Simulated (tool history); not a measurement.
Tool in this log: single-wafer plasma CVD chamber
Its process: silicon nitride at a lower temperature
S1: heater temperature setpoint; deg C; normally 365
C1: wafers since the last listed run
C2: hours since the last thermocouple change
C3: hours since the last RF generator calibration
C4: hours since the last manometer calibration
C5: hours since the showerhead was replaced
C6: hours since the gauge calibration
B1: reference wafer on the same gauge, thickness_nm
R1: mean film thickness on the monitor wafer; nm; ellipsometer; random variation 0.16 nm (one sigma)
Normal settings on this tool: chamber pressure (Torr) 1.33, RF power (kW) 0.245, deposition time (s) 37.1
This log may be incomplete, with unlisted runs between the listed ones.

run 1 hour=0 | S1=365 chamber_pressure_(Torr)=1.33 RF_power_(kW)=0.245 deposition_time_(s)=37.1 | C1=0 C2=2778.5 C3=1950.1 C4=1662.9 C5=5327.3 C6=550.5 | B1=35.358 | R1=36.194
run 2 hour=102 | S1=365 chamber_pressure_(Torr)=1.33 RF_power_(kW)=0.22 deposition_time_(s)=37.1 | C1=1964 C2=2880.5 C3=2052.1 C4=1764.9 C5=5429.3 C6=652.5 | B1=35.404 | R1=32.596
run 3 hour=126.9 | S1=365 chamber_pressure_(Torr)=1.33 RF_power_(kW)=0.22 deposition_time_(s)=37.1 | C1=479 C2=2905.4 C3=2077 C4=1789.8 C5=5454.2 C6=677.4 | B1=35.453 | R1=32.569
run 4 hour=158.6 | S1=365 chamber_pressure_(Torr)=1.33 RF_power_(kW)=0.22 deposition_time_(s)=37.1 | C1=610 C2=2937.1 C3=2108.7 C4=1821.5 C5=5485.9 C6=709.1 | B1=35.447 | R1=32.686
run 5 hour=188.9 | S1=365 chamber_pressure_(Torr)=1.33 RF_power_(kW)=0.245 deposition_time_(s)=37.1 | C1=583 C2=2967.4 C3=2139 C4=1851.8 C5=5516.2 C6=739.4 | B1=35.401 | R1=36.182
run 6 hour=201.4 | S1=365 chamber_pressure_(Torr)=1.33 RF_power_(kW)=0.245 deposition_time_(s)=37.1 | C1=240 C2=2979.9 C3=2151.5 C4=1864.3 C5=5528.7 C6=751.9 | B1=35.454 | R1=36.007
run 7 hour=227.9 | S1=365 chamber_pressure_(Torr)=1.33 RF_power_(kW)=0.245 deposition_time_(s)=37.1 | C1=510 C2=3006.4 C3=2178 C4=1890.8 C5=5555.2 C6=778.4 | B1=35.427 | R1=36.046
-- hour=253.4 RF generator calibrated
run 8 hour=254.2 | S1=365 chamber_pressure_(Torr)=1.33 RF_power_(kW)=0.245 deposition_time_(s)=34.5 | C1=352 C2=3032.7 C3=0.8 C4=1917.1 C5=5581.5 C6=804.7 | B1=35.489 | R1=33.388
-- hour=265.9 gauge calibrated
-- hour=272.9 thermocouple changed; heater temperature recalibrated
run 9 hour=273.2 | S1=365 chamber_pressure_(Torr)=1.33 RF_power_(kW)=0.245 deposition_time_(s)=37.1 | C1=211 C2=0.3 C3=19.8 C4=1936.1 C5=5600.5 C6=7.3 | B1=35.421 | R1=35.887
run 10 hour=287.4 | S1=365 chamber_pressure_(Torr)=1.33 RF_power_(kW)=0.22 deposition_time_(s)=37.1 | C1=273 C2=14.5 C3=34 C4=1950.3 C5=5614.7 C6=21.5 | B1=35.361 | R1=32.684
run 11 hour=308.9 | S1=365 chamber_pressure_(Torr)=1.42 RF_power_(kW)=0.245 deposition_time_(s)=37.1 | C1=414 C2=36 C3=55.5 C4=1971.8 C5=5636.2 C6=43 | B1=35.425 | R1=37.193
run 12 hour=335.8 | S1=365 chamber_pressure_(Torr)=1.33 RF_power_(kW)=0.225 deposition_time_(s)=33.5 | C1=518 C2=62.9 C3=82.4 C4=1998.7 C5=5663.1 C6=69.9 | B1=35.351 | R1=29.972
-- hour=349.1 showerhead replaced
run 13 hour=349.7 | S1=371 chamber_pressure_(Torr)=1.33 RF_power_(kW)=0.2 deposition_time_(s)=37.1 | C1=113 C2=76.8 C3=96.3 C4=2012.6 C5=0.6 C6=83.8 | B1=35.367 | R1=29.898
run 14 hour=385.6 | S1=365 chamber_pressure_(Torr)=1.53 RF_power_(kW)=0.245 deposition_time_(s)=37.1 | C1=691 C2=112.7 C3=132.2 C4=2048.5 C5=36.5 C6=119.7 | B1=35.46 | R1=38.074
run 15 hour=413.9 | S1=365 chamber_pressure_(Torr)=1.46 RF_power_(kW)=0.265 deposition_time_(s)=37.1 | C1=545 C2=141 C3=160.5 C4=2076.8 C5=64.8 C6=148 | B1=35.357 | R1=39.704
run 16 hour=467.2 | S1=365 chamber_pressure_(Torr)=1.33 RF_power_(kW)=0.245 deposition_time_(s)=37.1 | C1=1026 C2=194.3 C3=213.8 C4=2130.1 C5=118.1 C6=201.3 | B1=35.402 | R1=36.012
run 17 hour=487.9 | S1=365 chamber_pressure_(Torr)=1.08 RF_power_(kW)=0.245 deposition_time_(s)=34.2 | C1=398 C2=215 C3=234.5 C4=2150.8 C5=138.8 C6=222 | B1=35.379 | R1=29.266
run 18 hour=584.4 | S1=365 chamber_pressure_(Torr)=1.33 RF_power_(kW)=0.245 deposition_time_(s)=37.1 | C1=1858 C2=311.5 C3=331 C4=2247.3 C5=235.3 C6=318.5 | B1=35.375 | R1=35.45
run 19 hour=599.8 | S1=365 chamber_pressure_(Torr)=1.55 RF_power_(kW)=0.29 deposition_time_(s)=34.4 | C1=296 C2=326.9 C3=346.4 C4=2262.7 C5=250.7 C6=333.9 | B1=35.451 | R1=40.86
-- hour=659.6 capacitance manometer re-zeroed and calibrated
run 20 hour=679.2 | S1=376 chamber_pressure_(Torr)=1.33 RF_power_(kW)=0.21 deposition_time_(s)=44 | C1=1375 C2=406.3 C3=425.8 C4=19.6 C5=330.1 C6=413.3 | B1=35.351 | R1=37.77
run 21 hour=691.8 | S1=365 chamber_pressure_(Torr)=1.33 RF_power_(kW)=0.245 deposition_time_(s)=37.1 | C1=242 C2=418.9 C3=438.4 C4=32.2 C5=342.7 C6=425.9 | B1=35.403 | R1=36.399
run 22 hour=717.7 | S1=378 chamber_pressure_(Torr)=1.33 RF_power_(kW)=0.285 deposition_time_(s)=37.1 | C1=498 C2=444.8 C3=464.3 C4=58.1 C5=368.6 C6=451.8 | B1=35.315 | R1=41.292

Expected results for the next run?
run 23 hour=734.2 | S1=365 chamber_pressure_(Torr)=1.33 RF_power_(kW)=0.245 deposition_time_(s)=39 | C1=317 C2=461.3 C3=480.8 C4=74.6 C5=385.1 C6=468.3 | B1=? | R1=?

B1: 35.451
R1: 38.544 nm
Take away the tool's hidden state, keep the run-to-run variation as it was, and the same run would have given R1 38.76 nm.
